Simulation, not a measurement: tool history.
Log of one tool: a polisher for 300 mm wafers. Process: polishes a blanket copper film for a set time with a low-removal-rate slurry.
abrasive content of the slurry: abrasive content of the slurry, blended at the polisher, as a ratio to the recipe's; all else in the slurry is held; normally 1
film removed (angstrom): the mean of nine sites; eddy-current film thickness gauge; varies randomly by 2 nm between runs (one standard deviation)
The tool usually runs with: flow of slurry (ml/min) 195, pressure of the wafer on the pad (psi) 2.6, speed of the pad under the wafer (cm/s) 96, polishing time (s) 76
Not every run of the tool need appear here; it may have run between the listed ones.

run	hour	flow of slurry (ml/min)	pressure of the wafer on the pad (psi)	speed of the pad under the wafer (cm/s)	abrasive content of the slurry	polishing time (s)	wafers since the last listed run	wafers polished on this pad	hours since the slurry nozzle was cleaned	hours since the head pressure was calibrated	hours since the slurry blender was calibrated	incoming thickness of the incoming film, nm	film removed (angstrom)
1	0	195	2.6	96	1.2	76	0	1450	361.4	565.7	135.2	1496.3	1795
# hour 25.7: worn pad replaced by a new one
# hour 34.6: slurry blender recalibrated
2	35.1	195	2.6	96	1	76	260	65	396.5	600.8	0.5	1494.5	1715
# hour 66.4: slurry nozzle cleaned
3	68.5	195	2.6	96	1	76	290	355	2.1	634.2	33.9	1474.8	1658
4	101.1	195	2.6	96	1	76	291	647	34.7	666.8	66.5	1477.7	1691
5	121.9	195	2.6	96	1.1	76	186	834	55.5	687.6	87.3	1516.3	1748
6	144.7	195	2.6	96	1.1	76	204	1038	78.3	710.4	110.1	1483.3	1766
# hour 150.5: head pressure recalibrated
7	156.8	195	2.6	96	1.1	76	90	1128	90.4	6.3	122.2	1464.8	1644
8	179.8	195	2.6	96	1	76	205	1334	113.4	29.3	145.2	1488.6	1648
# hour 201.7: worn pad replaced by a new one
9	202.2	195	2.6	96	1	76	164	4	135.8	51.7	167.6	1498	1595
# hour 206.7: slurry blender recalibrated
10	227.2	195	2.6	96	1	76	205	210	160.8	76.7	20.5	1477	1618
11	240.8	195	2.6	96	1	76	121	332	174.4	90.3	34.1	1468	1606
12	276.7	195	2.6	96	1.15	76	321	653	210.3	126.2	70	1481.8	1723
13	307.5	165	3.2	114	1	59	275	929	241.1	157	100.8	1502	1588
14	338.6	195	2.6	66	1	61	278	1207	272.2	188.1	131.9	1506.8	1067
15	356.6	195	2.6	96	1	76	161	1368	290.2	206.1	149.9	1473	1650
# hour 368.9: worn pad replaced by a new one
# hour 383.8: slurry blender recalibrated
16	385.6	195	2.6	106	1.2	76	205	132	319.2	235.1	1.8	1484.5	1832
17	412.7	195	2.6	96	1.1	76	242	374	346.3	262.2	28.9	1469.5	1660
18	432	195	3.5	96	0.8	83	172	547	365.6	281.5	48.2	1484.9	2046
19	456.3	195	2.6	96	1	76	217	764	389.9	305.8	72.5	1485.7	1669
# hour 467.3: slurry nozzle cleaned
20	473.1	140	1.9	96	1.2	61	141	906	5.8	322.6	89.3	1512.4	1104
21	506.4	195	2.6	96	1	76	298	1204	39.1	355.9	122.6	1490	1634
22	519	235	2.9	74	0.85	76	112	1317	51.7	368.5	135.2	1508.5	1506
# hour 544.6: worn pad replaced by a new one
# hour 549.4: slurry blender recalibrated
23	549.9	170	2.6	96	1	76	222	29	82.6	399.4	0.5	1505	1650
24	582.3	145	2	96	1	76	290	319	115	431.8	32.9	1494.1	1384
25	600.1	195	2.6	96	0.9	76	159	478	132.8	449.6	50.7	1488.4	1591
26	614.5	250	2.6	106	1	76	128	607	147.2	464	65.1	1467.5	1822
27	629.1	150	1.9	86	1	76	130	738	161.8	478.6	79.7	1497.5	1254
28	654.2	195	2.6	78	1	76	224	963	186.9	503.7	104.8	1458.9	1472
29	686.1	195	2.6	96	1.1	76	285	1248	218.8	535.6	136.7	1502.3	1764
30	713.4	195	2.6	96	1.1	76	244	1493	246.1	562.9	164	1499.2	1750

Some steps in film removed (angstrom), run to run, broken into two amounts with sign: the step expected even without the hidden condition (settings, incoming material, random variation), and the rest, left for the hidden condition together with whatever gauge scatter is not in both the measured and the hidden-condition-free result:
Hidden state present: removal rate lost through wear of the pad, %; slurry flow missing at the pad, %; deviation of the head's pressure from its setpoint, %; abrasive missing from the slurry, %.
Run 6 -> 7: head pressure recalibrated. film removed (angstrom) -122: hidden state -99, all else -23.
Run 14 -> 15: speed of the pad under the wafer (cm/s) 66 -> 96, polishing time (s) 61 -> 76. film removed (angstrom) +583: hidden state +17, all else +566.
Run 19 -> 20: flow of slurry (ml/min) 195 -> 140, pressure of the wafer on the pad (psi) 2.6 -> 1.9, abrasive content of the slurry 1 -> 1.2, polishing time (s) 76 -> 61, slurry nozzle cleaned. film removed (angstrom) -565: hidden state -20, all else -545.
Run 20 -> 21: flow of slurry (ml/min) 140 -> 195, pressure of the wafer on the pad (psi) 1.9 -> 2.6, abrasive content of the slurry 1.2 -> 1, polishing time (s) 61 -> 76. film removed (angstrom) +530: hidden state +26, all else +504.
Run 26 -> 27: flow of slurry (ml/min) 250 -> 150, pressure of the wafer on the pad (psi) 2.6 -> 1.9, speed of the pad under the wafer (cm/s) 106 -> 86. film removed (angstrom) -568: hidden state -28, all else -540.
